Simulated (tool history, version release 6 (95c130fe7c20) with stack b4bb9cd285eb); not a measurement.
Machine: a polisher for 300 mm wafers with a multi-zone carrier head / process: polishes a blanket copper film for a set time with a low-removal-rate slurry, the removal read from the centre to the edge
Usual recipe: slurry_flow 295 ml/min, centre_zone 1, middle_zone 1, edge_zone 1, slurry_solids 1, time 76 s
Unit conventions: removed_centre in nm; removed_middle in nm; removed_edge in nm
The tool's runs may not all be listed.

| run | hour | slurry_flow | centre_zone | middle_zone | edge_zone | slurry_solids | time | incoming thickness of the incoming film, nm | removed_centre | removed_middle | removed_edge |
|---|---|---|---|---|---|---|---|---|---|---|---|
| 1 | 0 | 295 | 1 | 1 | 1 | 1 | 76 | 651.9 | 210.4 | 210.4 | 213.5 |
| 2 | 35.7 | 295 | 0.96 | 1 | 1 | 1.15 | 76 | 648.8 | 204.7 | 218.9 | 215 |
| 3 | 101.5 | 295 | 1 | 1 | 1.1 | 0.8 | 76 | 664.6 | 200.6 | 198.3 | 207.8 |
| 4 | 147.8 | 295 | 1 | 1 | 1 | 1 | 76 | 662.9 | 210.2 | 209.8 | 212.2 |
|  | 169.1 | worn pad replaced by a new one |
|  | 170.4 | centre zone pressure recalibrated |
|  | 192.1 | slurry nozzle cleaned |
| 5 | 198.1 | 295 | 1 | 1 | 0.94 | 1 | 93 | 652 | 268.7 | 263 | 266.4 |
| 6 | 227.5 | 295 | 1 | 1.04 | 0.91 | 1 | 97 | 668.7 | 283.2 | 284.7 | 265.8 |
|  | 257 | edge zone pressure recalibrated |
| 7 | 289.4 | 205 | 1 | 1 | 1 | 1 | 76 | 657.3 | 204.6 | 207.6 | 206.9 |
| 8 | 314.3 | 295 | 1.05 | 1 | 1 | 0.7 | 76 | 666.5 | 212.6 | 196.8 | 199.4 |
| 9 | 345.3 | 295 | 1 | 0.92 | 1 | 1 | 63 | 664.5 | 174.3 | 163.6 | 176.9 |
| 10 | 393.7 | 295 | 1.12 | 1.07 | 1 | 1 | 51 | 648.3 | 160.8 | 146.9 | 139.8 |
| 11 | 452.1 | 295 | 1 | 1 | 1.1 | 0.8 | 76 | 657.3 | 201.1 | 198.3 | 210.5 |
| 12 | 491.1 | 335 | 1 | 1.1 | 1 | 1.15 | 76 | 661.7 | 223.5 | 233 | 219.3 |
| 13 | 537.5 | 230 | 1 | 1 | 1 | 1.15 | 76 | 666.4 | 209.9 | 207 | 210.1 |
|  | 555 | worn pad replaced by a new one |
| 14 | 572.3 | 295 | 1 | 1 | 1 | 1 | 76 | 659.9 | 220 | 216.7 | 218 |
|  | 578.3 | slurry nozzle cleaned |
| 15 | 603.2 | 295 | 1.1 | 1 | 1 | 1 | 76 | 662.4 | 242.5 | 221.2 | 221.7 |
| 16 | 632.1 | 295 | 1 | 1 | 1 | 1 | 76 | 664.2 | 217.3 | 209.9 | 211.9 |
|  | 696 | edge zone pressure recalibrated |
| 17 | 703.7 | 295 | 1 | 1 | 1.05 | 1 | 102 | 657.6 | 288.6 | 280.1 | 296.1 |
| 18 | 799 | 295 | 1 | 1 | 1.07 | 1 | 76 | 668.6 | 210.3 | 206 | 215.7 |
| 19 | 855.3 | 295 | 1 | 1 | 1 | 1 | 76 | 656.5 | 210.5 | 207.7 | 203.4 |
| 20 | 892.2 | 295 | 1 | 1 | 1 | 1 | 76 | 666.7 | 209.5 | 202.5 | 207.8 |
|  | 915.1 | worn pad replaced by a new one |
|  | 915.1 | carrier head's membrane replaced by a new one |
| 21 | 946.1 | 295 | 1 | 1 | 1 | 1 | 76 | 662 | 220.8 | 218.8 | 223.7 |
|  | 990.6 | slurry nozzle cleaned |
| 22 | 1012.2 | 295 | 0.92 | 1 | 1 | 1 | 76 | 675.4 | 200.3 | 215.7 | 215 |

Alternative continuations, all from the tool just after run 22; predict every row:
| A | 1012.7 | 295 | 0.93 | 1 | 1 | 1 | 76 | 651.7 | ? | ? | ? |
| B | 1012.7 | 295 | 1 | 0.95 | 1 | 1 | 76 | 651.7 | ? | ? | ? |
| C | 1012.7 | 295 | 1 | 1 | 0.94 | 1 | 63 | 651.7 | ? | ? | ? |

| run | removed_centre | removed_middle | removed_edge |
|---|---|---|---|
| A | 200.1 | 212 | 208 |
| B | 215.2 | 203.3 | 208.2 |
| C | 178.4 | 175.7 | 167.4 |
Had the tool no hidden state, the same runs would have come out as:
| run | removed_centre | removed_middle | removed_edge |
|---|---|---|---|
| A | 209 | 221.4 | 217.3 |
| B | 224.8 | 212.3 | 217.4 |
| C | 186.4 | 183.5 | 174.9 |
